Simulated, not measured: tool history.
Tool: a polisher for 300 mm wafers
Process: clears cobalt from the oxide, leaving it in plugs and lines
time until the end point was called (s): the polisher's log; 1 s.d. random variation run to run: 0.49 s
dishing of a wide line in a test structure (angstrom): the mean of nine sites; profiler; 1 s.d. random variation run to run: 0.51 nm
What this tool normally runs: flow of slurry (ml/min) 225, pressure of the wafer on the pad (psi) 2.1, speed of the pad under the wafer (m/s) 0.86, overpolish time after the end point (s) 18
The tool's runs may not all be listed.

| run | day | flow of slurry (ml/min) | pressure of the wafer on the pad (psi) | speed of the pad under the wafer (m/s) | overpolish time after the end point (s) | incoming thickness of the incoming film, nm | time until the end point was called (s) | dishing of a wide line in a test structure (angstrom) |
|---|---|---|---|---|---|---|---|---|
| 1 | 0.000 | 225 | 2.1 | 0.86 | 18 | 182.0 | 41.1 | 465 |
| 2 | 1.075 | 225 | 2.1 | 0.86 | 18 | 179.7 | 41.6 | 469 |
| 3 | 1.908 | 225 | 2.1 | 0.86 | 18 | 183.7 | 42.6 | 458 |
|  | 2.483 | slurry nozzle cleaned |
|  | 2.483 | head pressure recalibrated |
|  | 3.083 | worn pad replaced by a new one |
| 4 | 3.254 | 225 | 2.1 | 0.86 | 18 | 179.6 | 39.6 | 483 |
| 5 | 3.779 | 225 | 2.3 | 0.78 | 18 | 179.1 | 38.6 | 483 |
| 6 | 4.721 | 225 | 2.3 | 0.78 | 18 | 178.0 | 38.3 | 485 |
| 7 | 5.808 | 225 | 2.3 | 0.78 | 18 | 183.5 | 39.5 | 482 |
| 8 | 6.988 | 225 | 2.1 | 0.86 | 18 | 181.5 | 40.4 | 470 |
| 9 | 8.300 | 225 | 2.1 | 0.86 | 18 | 179.4 | 39.8 | 482 |
| 10 | 9.471 | 225 | 2.1 | 0.86 | 18 | 179.8 | 40.2 | 476 |
| 11 | 10.296 | 225 | 2.1 | 0.86 | 18 | 182.8 | 41.7 | 473 |
| 12 | 11.446 | 225 | 2.1 | 0.86 | 18 | 179.9 | 41.0 | 467 |
|  | 12.383 | worn pad replaced by a new one |
| 13 | 12.442 | 225 | 2.1 | 1.04 | 18 | 178.7 | 36.4 | 515 |
| 14 | 13.046 | 225 | 2.7 | 0.86 | 18 | 178.2 | 34.1 | 515 |
|  | 13.367 | slurry nozzle cleaned |
| 15 | 13.796 | 225 | 1.8 | 1.02 | 18 | 180.7 | 40.5 | 472 |
| 16 | 17.458 | 225 | 2.1 | 0.86 | 18 | 179.1 | 40.6 | 478 |
| 17 | 18.317 | 190 | 2.1 | 0.66 | 29 | 181.5 | 50.9 | 550 |
| 18 | 19.446 | 225 | 2.7 | 1.12 | 18 | 179.3 | 26.1 | 575 |
|  | 20.654 | worn pad replaced by a new one |
| 19 | 20.675 | 295 | 2.6 | 0.86 | 10 | 178.0 | 32.4 | 386 |
|  | 21.400 | head pressure recalibrated |
| 20 | 21.588 | 275 | 2.7 | 0.86 | 18 | 178.3 | 32.0 | 531 |
| 21 | 22.571 | 225 | 2.7 | 0.60 | 18 | 181.8 | 44.6 | 453 |
| 22 | 23.762 | 225 | 2.1 | 0.62 | 18 | 180.0 | 55.0 | 401 |
| 23 | 24.292 | 225 | 2.1 | 0.86 | 18 | 179.0 | 44.1 | 456 |
|  | 24.721 | slurry nozzle cleaned |
| 24 | 25.696 | 195 | 1.8 | 0.74 | 27 | 179.3 | 52.0 | 521 |
| 25 | 27.012 | 225 | 1.8 | 0.86 | 18 | 181.7 | 45.7 | 445 |
|  | 28.333 | worn pad replaced by a new one |
| 26 | 28.354 | 245 | 2.1 | 0.86 | 18 | 180.6 | 39.5 | 475 |
| 27 | 29.138 | 225 | 2.1 | 0.76 | 18 | 182.8 | 45.2 | 456 |
| 28 | 30.229 | 225 | 2.3 | 0.56 | 18 | 181.0 | 50.8 | 416 |
| 29 | 31.392 | 225 | 2.1 | 0.86 | 28 | 180.0 | 39.5 | 573 |
| 30 | 32.575 | 225 | 2.1 | 0.86 | 18 | 179.2 | 41.4 | 469 |
| 31 | 33.088 | 225 | 2.7 | 1.12 | 18 | 177.1 | 26.6 | 580 |
| 32 | 33.921 | 225 | 2.1 | 0.86 | 26 | 181.7 | 42.8 | 565 |
| 33 | 34.979 | 270 | 1.7 | 0.86 | 8 | 179.6 | 48.7 | 235 |

Consider 5 possible next runs. They are alternatives, not a sequence: every one starts from the tool as it was left by run 33. What does each give?
| A | 34.996 | 225 | 2.1 | 0.86 | 18 | 180.0 | ? | ? |
| B | 34.996 | 225 | 1.5 | 0.86 | 18 | 180.0 | ? | ? |
| C | 34.996 | 225 | 2.4 | 0.68 | 26 | 180.0 | ? | ? |
| D | 34.996 | 270 | 2.1 | 0.60 | 27 | 180.0 | ? | ? |
| E | 34.996 | 245 | 1.5 | 0.62 | 13 | 180.0 | ? | ? |

| run | time until the end point was called (s) | dishing of a wide line in a test structure (angstrom) |
|---|---|---|
| A | 42.0 | 457 |
| B | 56.2 | 382 |
| C | 44.2 | 538 |
| D | 52.4 | 505 |
| E | 70.0 | 256 |
Without the tool's unlogged condition, the same runs would have read:
| run | time until the end point was called (s) | dishing of a wide line in a test structure (angstrom) |
|---|---|---|
| A | 38.8 | 477 |
| B | 52.0 | 402 |
| C | 40.8 | 557 |
| D | 49.1 | 522 |
| E | 65.1 | 271 |
